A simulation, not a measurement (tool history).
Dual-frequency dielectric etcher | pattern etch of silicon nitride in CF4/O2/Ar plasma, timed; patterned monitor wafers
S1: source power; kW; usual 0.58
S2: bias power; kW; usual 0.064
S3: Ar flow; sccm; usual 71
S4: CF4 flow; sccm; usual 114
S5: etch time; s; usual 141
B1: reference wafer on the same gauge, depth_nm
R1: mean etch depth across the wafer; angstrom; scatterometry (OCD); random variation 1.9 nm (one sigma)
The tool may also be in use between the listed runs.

run 1 hour=0 | S1=0.58 S2=0.064 S3=71 S4=114 S5=141 | B1=344.7 | R1=3168
run 2 hour=14.2 | S1=0.58 S2=0.064 S3=71 S4=114 S5=141 | B1=344.5 | R1=3165
-- hour=61.1 upper electrode replaced
run 3 hour=61.6 | S1=0.58 S2=0.064 S3=71 S4=114 S5=141 | B1=344 | R1=3122
run 4 hour=78 | S1=0.58 S2=0.064 S3=71 S4=114 S5=141 | B1=344.5 | R1=3118
-- hour=96.3 gauge calibrated
run 5 hour=100.9 | S1=0.58 S2=0.064 S3=71 S4=114 S5=141 | B1=344.3 | R1=3123
-- hour=108.3 CF4 flow controller replaced
run 6 hour=117.4 | S1=0.58 S2=0.073 S3=71 S4=114 S5=141 | B1=343.9 | R1=3249
-- hour=146.3 source power generator calibrated
run 7 hour=147.2 | S1=0.53 S2=0.064 S3=62 S4=114 S5=141 | B1=344.5 | R1=2939
run 8 hour=176.4 | S1=0.58 S2=0.064 S3=71 S4=114 S5=141 | B1=343.8 | R1=3095
-- hour=193.4 Ar flow controller replaced
run 9 hour=193.9 | S1=0.58 S2=0.064 S3=71 S4=114 S5=158 | B1=343.9 | R1=3451
run 10 hour=226.6 | S1=0.64 S2=0.064 S3=86 S4=101 S5=180 | B1=344.2 | R1=4060
run 11 hour=252.8 | S1=0.58 S2=0.064 S3=71 S4=114 S5=141 | B1=343.7 | R1=3058
run 12 hour=280.2 | S1=0.64 S2=0.064 S3=71 S4=114 S5=182.5 | B1=344.5 | R1=4209
-- hour=316.1 wet clean of the chamber
run 13 hour=316.6 | S1=0.58 S2=0.053 S3=71 S4=134 S5=126.5 | B1=344.5 | R1=2741
-- hour=350.7 bias power generator calibrated
run 14 hour=366.3 | S1=0.58 S2=0.064 S3=80 S4=106 S5=141 | B1=343.9 | R1=3111
run 15 hour=397.2 | S1=0.58 S2=0.064 S3=71 S4=114 S5=141 | B1=344.4 | R1=3146
run 16 hour=429.4 | S1=0.45 S2=0.064 S3=71 S4=114 S5=101.5 | B1=343.8 | R1=1946
run 17 hour=461.8 | S1=0.58 S2=0.064 S3=71 S4=114 S5=141 | B1=344.1 | R1=3142
run 18 hour=489.2 | S1=0.52 S2=0.051 S3=71 S4=114 S5=141 | B1=344.1 | R1=2769
run 19 hour=518.8 | S1=0.44 S2=0.05 S3=71 S4=131 S5=141 | B1=343.6 | R1=2473
run 20 hour=554.3 | S1=0.69 S2=0.064 S3=71 S4=90 S5=99 | B1=343.9 | R1=2384

5 ways to go on from here, each from the tool as it stands after run 20. What would each give?
run A hour=554.8 | S1=0.58 S2=0.064 S3=71 S4=114 S5=141 | B1=? | R1=?
run B hour=554.8 | S1=0.58 S2=0.064 S3=88 S4=114 S5=141 | B1=? | R1=?
run C hour=554.8 | S1=0.58 S2=0.064 S3=58 S4=140 S5=141 | B1=? | R1=?
run D hour=554.8 | S1=0.54 S2=0.064 S3=71 S4=107 S5=141 | B1=? | R1=?
run E hour=554.8 | S1=0.46 S2=0.077 S3=71 S4=114 S5=179 | B1=? | R1=?

run=A B1=343.9 R1=3121
run=B B1=343.9 R1=3069
run=C B1=343.9 R1=3214
run=D B1=343.9 R1=2967
run=E B1=343.9 R1=3629
Without the tool's hidden state the same runs would have given:
run=A R1=3174
run=B R1=3121
run=C R1=3268
run=D R1=3017
run=E R1=3691
